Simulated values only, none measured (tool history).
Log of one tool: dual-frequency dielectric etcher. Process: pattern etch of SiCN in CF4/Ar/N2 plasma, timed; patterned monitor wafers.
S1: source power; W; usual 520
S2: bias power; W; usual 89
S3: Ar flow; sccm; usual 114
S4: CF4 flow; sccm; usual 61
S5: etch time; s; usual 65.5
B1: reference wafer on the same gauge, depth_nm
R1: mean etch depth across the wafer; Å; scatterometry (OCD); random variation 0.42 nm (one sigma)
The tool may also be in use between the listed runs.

{"run": 1, "hour": 0.0, "S1": 520, "S2": 89, "S3": 114, "S4": 61, "S5": 65.5, "B1": 56.8, "R1": 623}
{"run": 2, "hour": 19.7, "S1": 590, "S2": 89, "S3": 114, "S4": 61, "S5": 55.5, "B1": 56.9, "R1": 601}
{"hour": 50.4, "done": "Ar flow controller replaced"}
{"run": 3, "hour": 52.0, "S1": 590, "S2": 89, "S3": 114, "S4": 61, "S5": 55.5, "B1": 57.0, "R1": 605}
{"run": 4, "hour": 67.5, "S1": 520, "S2": 89, "S3": 105, "S4": 61, "S5": 50.0, "B1": 57.0, "R1": 485}
{"run": 5, "hour": 101.8, "S1": 520, "S2": 89, "S3": 105, "S4": 61, "S5": 50.0, "B1": 56.9, "R1": 487}
{"run": 6, "hour": 120.3, "S1": 520, "S2": 89, "S3": 114, "S4": 61, "S5": 65.5, "B1": 57.0, "R1": 624}
{"run": 7, "hour": 147.7, "S1": 520, "S2": 89, "S3": 114, "S4": 61, "S5": 65.5, "B1": 57.0, "R1": 629}
{"run": 8, "hour": 178.7, "S1": 610, "S2": 89, "S3": 114, "S4": 61, "S5": 65.5, "B1": 56.9, "R1": 711}
{"hour": 200.4, "done": "bias power generator calibrated"}
{"hour": 219.7, "done": "upper electrode replaced"}
{"hour": 223.0, "done": "source power generator calibrated"}
{"run": 9, "hour": 223.5, "S1": 520, "S2": 89, "S3": 114, "S4": 71, "S5": 65.5, "B1": 56.9, "R1": 636}
{"run": 10, "hour": 237.2, "S1": 490, "S2": 89, "S3": 142, "S4": 61, "S5": 65.5, "B1": 56.9, "R1": 580}
{"run": 11, "hour": 263.8, "S1": 520, "S2": 89, "S3": 114, "S4": 61, "S5": 65.5, "B1": 57.0, "R1": 618}
{"run": 12, "hour": 278.6, "S1": 640, "S2": 89, "S3": 114, "S4": 71, "S5": 65.5, "B1": 56.8, "R1": 758}
{"hour": 309.3, "done": "CF4 flow controller replaced"}
{"run": 13, "hour": 312.3, "S1": 520, "S2": 89, "S3": 114, "S4": 61, "S5": 65.5, "B1": 57.0, "R1": 618}
{"run": 14, "hour": 333.2, "S1": 520, "S2": 107, "S3": 114, "S4": 73, "S5": 65.5, "B1": 57.0, "R1": 693}
{"hour": 358.1, "done": "wet clean of the chamber"}
{"run": 15, "hour": 358.6, "S1": 520, "S2": 83, "S3": 122, "S4": 61, "S5": 65.5, "B1": 56.9, "R1": 628}
{"hour": 360.9, "done": "gauge calibrated"}
{"run": 16, "hour": 376.4, "S1": 520, "S2": 89, "S3": 114, "S4": 61, "S5": 65.5, "B1": 57.0, "R1": 638}
{"run": 17, "hour": 407.3, "S1": 520, "S2": 89, "S3": 114, "S4": 61, "S5": 65.5, "B1": 56.9, "R1": 630}
{"run": 18, "hour": 422.2, "S1": 520, "S2": 79, "S3": 114, "S4": 61, "S5": 65.5, "B1": 57.1, "R1": 611}
{"run": 19, "hour": 457.1, "S1": 520, "S2": 68, "S3": 92, "S4": 57, "S5": 65.5, "B1": 56.9, "R1": 570}
{"run": 20, "hour": 488.7, "S1": 600, "S2": 89, "S3": 136, "S4": 56, "S5": 46.0, "B1": 56.7, "R1": 494}
{"run": 21, "hour": 521.3, "S1": 520, "S2": 89, "S3": 114, "S4": 49, "S5": 53.0, "B1": 57.0, "R1": 495}

Hidden state or all else? Some run-to-run changes of R1, split into what the settings, what came in and random variation would give without the hidden state, and what is left for the hidden state (with any gauge scatter that isn't in both results):
The hidden state here: etch rate over this chamber's usual, %; source power that arrives over what is set, %; bias power that arrives over what is set, %; Ar flow that arrives over what is set, %; CF4 flow that arrives over what is set, %; gauge reads high (%).
Run 11 -> 12: S1 520 -> 640, S4 61 -> 71. R1 +140 Å: hidden state -4, all else +144.
Run 12 -> 13: S1 640 -> 520, S4 71 -> 61, CF4 flow controller replaced. R1 -140 Å: hidden state +2, all else -142.
Run 14 -> 15: S2 107 -> 83, S3 114 -> 122, S4 73 -> 61, wet clean of the chamber. R1 -65 Å: hidden state +24, all else -89.

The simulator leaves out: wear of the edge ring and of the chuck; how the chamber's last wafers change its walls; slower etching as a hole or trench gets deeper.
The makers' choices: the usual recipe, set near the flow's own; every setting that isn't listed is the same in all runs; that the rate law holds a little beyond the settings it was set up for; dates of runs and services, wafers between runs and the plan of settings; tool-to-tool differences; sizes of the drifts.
